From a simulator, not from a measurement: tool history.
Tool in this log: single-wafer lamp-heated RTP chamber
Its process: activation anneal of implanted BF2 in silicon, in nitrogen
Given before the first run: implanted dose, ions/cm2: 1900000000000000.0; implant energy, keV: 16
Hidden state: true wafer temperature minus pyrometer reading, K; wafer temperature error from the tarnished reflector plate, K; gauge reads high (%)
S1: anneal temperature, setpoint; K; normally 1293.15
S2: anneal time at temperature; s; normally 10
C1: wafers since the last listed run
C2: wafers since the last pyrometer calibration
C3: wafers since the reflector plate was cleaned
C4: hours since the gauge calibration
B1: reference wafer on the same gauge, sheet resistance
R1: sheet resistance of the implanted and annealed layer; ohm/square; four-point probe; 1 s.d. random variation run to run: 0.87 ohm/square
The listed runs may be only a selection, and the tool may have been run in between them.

run	hour	S1	S2	C1	C2	C3	C4	B1	R1
1	0.0	1286.15	10	0	838	963	279.6	181.94	182.36
2	8.7	1286.15	10	173	1011	1137	288.3	182.21	182.06
3	17.2	1286.15	10	169	1181	1306	296.8	181.84	180.14
4	27.6	1293.15	13	207	1388	1514	307.2	182.27	162.65
5	52.5	1293.15	13	496	1885	2011	332.1	181.91	164.08
# hour 64.9: pyrometer window cleaned and pyrometer calibrated
6	67.0	1293.15	10	129	42	2140	346.6	181.67	172.57
7	82.1	1293.15	10	301	343	2441	361.7	181.82	171.42
8	99.0	1293.15	10	337	680	2779	378.6	182.14	172.47
9	114.8	1293.15	10	315	995	3094	394.4	181.94	171.79
10	122.4	1284.15	14	151	1147	3245	402.0	182.17	172.93
11	129.7	1311.15	10	145	1293	3391	409.3	182.42	148.90
12	144.5	1293.15	10	295	1588	3686	424.1	181.73	172.67
# hour 156.8: pyrometer window cleaned and pyrometer calibrated
13	157.3	1293.15	10	95	9	3782	436.9	182.28	172.41
14	162.7	1272.15	8	107	117	3890	442.3	182.00	208.74
15	175.9	1286.15	10	263	380	4153	455.5	181.98	182.19
16	184.6	1273.15	5	173	554	4327	464.2	181.87	218.44
17	197.2	1322.15	10	251	805	4578	476.8	181.85	134.81
18	210.5	1293.15	10	265	1070	4843	490.1	181.97	171.29
19	217.9	1293.15	10	147	1218	4991	497.5	182.10	171.96
20	223.9	1304.15	7	119	1338	5111	503.5	181.59	168.49
# hour 227.5: gauge calibrated
21	238.3	1293.15	10	287	1625	5398	10.8	181.78	172.30
22	251.5	1304.15	7	263	1888	5661	24.0	182.12	168.29
# hour 264.6: pyrometer window cleaned and pyrometer calibrated
23	265.1	1272.15	8	111	10	5773	37.6	181.70	208.23
24	273.5	1267.15	16	167	178	5940	46.0	181.80	194.52

For run 25, what comes out?
# hour 295.7: reflector plate cleaned
25	296.2	1285.15	4	293	471	10	68.7	?	?

Run 25 gave B1 181.88, R1 206.52 ohm/square.
With the hidden condition absent and the run-to-run variation left alone, this run would have shown R1 206.52 ohm/square.

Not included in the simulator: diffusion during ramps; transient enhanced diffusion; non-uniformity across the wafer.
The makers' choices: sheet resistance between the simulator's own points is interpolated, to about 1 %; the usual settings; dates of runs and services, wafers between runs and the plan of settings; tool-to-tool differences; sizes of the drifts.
